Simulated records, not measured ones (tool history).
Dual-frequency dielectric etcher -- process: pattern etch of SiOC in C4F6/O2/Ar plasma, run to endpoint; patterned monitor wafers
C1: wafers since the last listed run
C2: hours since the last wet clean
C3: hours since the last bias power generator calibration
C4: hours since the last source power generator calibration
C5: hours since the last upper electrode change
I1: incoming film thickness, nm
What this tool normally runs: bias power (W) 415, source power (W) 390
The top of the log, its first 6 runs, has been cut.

Run 7, hour 114.4: usual settings; C1 213; C2 288.9; C3 3520; C4 2754.2; C5 1556.4; I1 41.04. Result: endpoint time (s) 14.7.
Run 8, hour 145.2: usual settings but bias power (W) 392; C1 410; C2 319.7; C3 3550.8; C4 2785; C5 1587.2; I1 40.86. Result: endpoint time (s) 14.9.
Run 9, hour 168.8: usual settings but bias power (W) 392; C1 314; C2 343.3; C3 3574.4; C4 2808.6; C5 1610.8; I1 40.55. Result: endpoint time (s) 14.6.
Run 10, hour 197.2: usual settings; C1 378; C2 371.7; C3 3602.8; C4 2837; C5 1639.2; I1 41.48. Result: endpoint time (s) 14.8.
Run 11, hour 230.7: usual settings; C1 446; C2 405.2; C3 3636.3; C4 2870.5; C5 1672.7; I1 41.17. Result: endpoint time (s) 14.6.
Run 12, hour 263.4: usual settings; C1 436; C2 437.9; C3 3669; C4 2903.2; C5 1705.4; I1 41.22. Result: endpoint time (s) 14.5.
Run 13, hour 291.5: usual settings; C1 374; C2 466; C3 3697.1; C4 2931.3; C5 1733.5; I1 41.27. Result: endpoint time (s) 14.6.
Run 14, hour 309.6: usual settings; C1 241; C2 484.1; C3 3715.2; C4 2949.4; C5 1751.6; I1 41.09. Result: endpoint time (s) 14.4.
Run 15, hour 338.6: usual settings; C1 386; C2 513.1; C3 3744.2; C4 2978.4; C5 1780.6; I1 41.09. Result: endpoint time (s) 14.3.
Run 16, hour 354.1: usual settings but bias power (W) 378, source power (W) 330; C1 206; C2 528.6; C3 3759.7; C4 2993.9; C5 1796.1; I1 40.99. Result: endpoint time (s) 15.7.
At hour 364.8: bias power generator calibrated.
Run 17, hour 369: usual settings; C1 145; C2 543.5; C3 4.2; C4 3008.8; C5 1811; I1 40.85. Result: endpoint time (s) 14.2.
Run 18, hour 387.6: usual settings; C1 248; C2 562.1; C3 22.8; C4 3027.4; C5 1829.6; I1 40.93. Result: endpoint time (s) 14.3.
At hour 398.8: source power generator calibrated.
Run 19, hour 417.6: usual settings but source power (W) 320; C1 346; C2 592.1; C3 52.8; C4 18.8; C5 1859.6; I1 41.38. Result: endpoint time (s) 15.6.
At hour 503: wet clean of the chamber.
Run 20, hour 520: usual settings; C1 1045; C2 17; C3 155.2; C4 121.2; C5 1962; I1 40.67. Result: endpoint time (s) 14.8.
At hour 556.1: upper electrode replaced.
Run 21, hour 556.6: usual settings but bias power (W) 511; C1 168; C2 53.6; C3 191.8; C4 157.8; C5 0.5; I1 40.99. Result: endpoint time (s) 13.8.
Run 22, hour 579.5: usual settings but source power (W) 430; C1 305; C2 76.5; C3 214.7; C4 180.7; C5 23.4; I1 41.06. Result: endpoint time (s) 14.3.
Run 23, hour 591.5: usual settings; C1 160; C2 88.5; C3 226.7; C4 192.7; C5 35.4; I1 41.18. Result: endpoint time (s) 14.9.
Run 24, hour 624.7: usual settings but source power (W) 310; C1 442; C2 121.7; C3 259.9; C4 225.9; C5 68.6; I1 41.56. Result: endpoint time (s) 16.2.
Run 25, hour 653.8: usual settings but source power (W) 440; C1 388; C2 150.8; C3 289; C4 255; C5 97.7; I1 41.16. Result: endpoint time (s) 14.1.
Run 26, hour 675.7: usual settings but bias power (W) 465, source power (W) 460; C1 292; C2 172.7; C3 310.9; C4 276.9; C5 119.6; I1 41.47. Result: endpoint time (s) 13.6.

Run 27 has not been measured yet. What should we expect?
Run 27, hour 697.5: usual settings but bias power (W) 493, source power (W) 300; C1 290; C2 194.5; C3 332.7; C4 298.7; C5 141.4; I1 40.53. Result: endpoint time (s) ?.

endpoint time (s): 15.2
The same run, on a tool lacking any hidden state, would have yielded endpoint time (s) 15.4.
